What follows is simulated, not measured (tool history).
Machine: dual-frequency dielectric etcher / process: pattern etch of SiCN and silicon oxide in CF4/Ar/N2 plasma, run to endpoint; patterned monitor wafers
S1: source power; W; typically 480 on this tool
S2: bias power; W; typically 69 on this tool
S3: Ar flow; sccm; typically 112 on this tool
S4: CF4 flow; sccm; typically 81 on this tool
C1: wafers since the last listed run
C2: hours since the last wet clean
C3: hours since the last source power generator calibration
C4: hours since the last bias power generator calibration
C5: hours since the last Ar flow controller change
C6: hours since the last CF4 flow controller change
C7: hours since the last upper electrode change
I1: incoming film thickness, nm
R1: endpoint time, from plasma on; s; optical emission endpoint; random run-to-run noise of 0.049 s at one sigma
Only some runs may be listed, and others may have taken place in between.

run 1 hour=0 | S1=480 S2=86 S3=112 S4=67 | C1=0 C2=105.4 C3=3248.2 C4=44 C5=103.2 C6=173 C7=131.5 | I1=14.04 | R1=12.6
run 2 hour=25.9 | S1=480 S2=69 S3=120 S4=81 | C1=508 C2=131.3 C3=3274.1 C4=69.9 C5=129.1 C6=198.9 C7=157.4 | I1=14.05 | R1=13.6
run 3 hour=50.5 | S1=480 S2=69 S3=112 S4=89 | C1=483 C2=155.9 C3=3298.7 C4=94.5 C5=153.7 C6=223.5 C7=182 | I1=14.05 | R1=13.3
run 4 hour=67.7 | S1=480 S2=57 S3=112 S4=62 | C1=337 C2=173.1 C3=3315.9 C4=111.7 C5=170.9 C6=240.7 C7=199.2 | I1=14.18 | R1=15
run 5 hour=102.7 | S1=410 S2=81 S3=112 S4=74 | C1=687 C2=208.1 C3=3350.9 C4=146.7 C5=205.9 C6=275.7 C7=234.2 | I1=14.07 | R1=15.1
-- hour=112.7 source power generator calibrated
run 6 hour=118.9 | S1=480 S2=69 S3=112 S4=81 | C1=239 C2=224.3 C3=6.2 C4=162.9 C5=222.1 C6=291.9 C7=250.4 | I1=13.88 | R1=13.2
run 7 hour=141.2 | S1=480 S2=69 S3=123 S4=81 | C1=438 C2=246.6 C3=28.5 C4=185.2 C5=244.4 C6=314.2 C7=272.7 | I1=14.13 | R1=13.6
run 8 hour=174 | S1=480 S2=69 S3=112 S4=72 | C1=644 C2=279.4 C3=61.3 C4=218 C5=277.2 C6=347 C7=305.5 | I1=14.05 | R1=13.6
run 9 hour=188 | S1=480 S2=69 S3=112 S4=81 | C1=275 C2=293.4 C3=75.3 C4=232 C5=291.2 C6=361 C7=319.5 | I1=13.96 | R1=13.3
run 10 hour=208.1 | S1=390 S2=69 S3=112 S4=67 | C1=394 C2=313.5 C3=95.4 C4=252.1 C5=311.3 C6=381.1 C7=339.6 | I1=14.07 | R1=17.2
run 11 hour=235.1 | S1=480 S2=69 S3=112 S4=81 | C1=530 C2=340.5 C3=122.4 C4=279.1 C5=338.3 C6=408.1 C7=366.6 | I1=13.94 | R1=13.3
run 12 hour=263.8 | S1=430 S2=69 S3=112 S4=65 | C1=563 C2=369.2 C3=151.1 C4=307.8 C5=367 C6=436.8 C7=395.3 | I1=14.01 | R1=15.5
run 13 hour=281.5 | S1=560 S2=69 S3=112 S4=62 | C1=347 C2=386.9 C3=168.8 C4=325.5 C5=384.7 C6=454.5 C7=413 | I1=13.95 | R1=11.7
run 14 hour=299.6 | S1=380 S2=64 S3=100 S4=70 | C1=355 C2=405 C3=186.9 C4=343.6 C5=402.8 C6=472.6 C7=431.1 | I1=13.92 | R1=17.6
-- hour=334.2 wet clean of the chamber
run 15 hour=334.7 | S1=480 S2=69 S3=112 S4=81 | C1=218 C2=0.5 C3=222 C4=378.7 C5=437.9 C6=507.7 C7=466.2 | I1=14.05 | R1=13.4
run 16 hour=335.1 | S1=570 S2=69 S3=136 S4=89 | C1=7 C2=0.9 C3=222.4 C4=379.1 C5=438.3 C6=508.1 C7=466.6 | I1=14.19 | R1=11.5
run 17 hour=357.7 | S1=480 S2=82 S3=103 S4=81 | C1=444 C2=23.5 C3=245 C4=401.7 C5=460.9 C6=530.7 C7=489.2 | I1=13.94 | R1=12.3
run 18 hour=389.2 | S1=480 S2=69 S3=112 S4=81 | C1=619 C2=55 C3=276.5 C4=433.2 C5=492.4 C6=562.2 C7=520.7 | I1=13.97 | R1=13.3
run 19 hour=406.9 | S1=480 S2=69 S3=112 S4=81 | C1=347 C2=72.7 C3=294.2 C4=450.9 C5=510.1 C6=579.9 C7=538.4 | I1=14 | R1=13.4

Estimate the outcome of run 20 from the log above:
run 20 hour=428.7 | S1=480 S2=69 S3=112 S4=98 | C1=428 C2=94.5 C3=316 C4=472.7 C5=531.9 C6=601.7 C7=560.2 | I1=13.98 | R1=?

R1: 13.1 s
With the hidden condition absent and the run-to-run variation left alone, this run would have shown R1 13.1 s.

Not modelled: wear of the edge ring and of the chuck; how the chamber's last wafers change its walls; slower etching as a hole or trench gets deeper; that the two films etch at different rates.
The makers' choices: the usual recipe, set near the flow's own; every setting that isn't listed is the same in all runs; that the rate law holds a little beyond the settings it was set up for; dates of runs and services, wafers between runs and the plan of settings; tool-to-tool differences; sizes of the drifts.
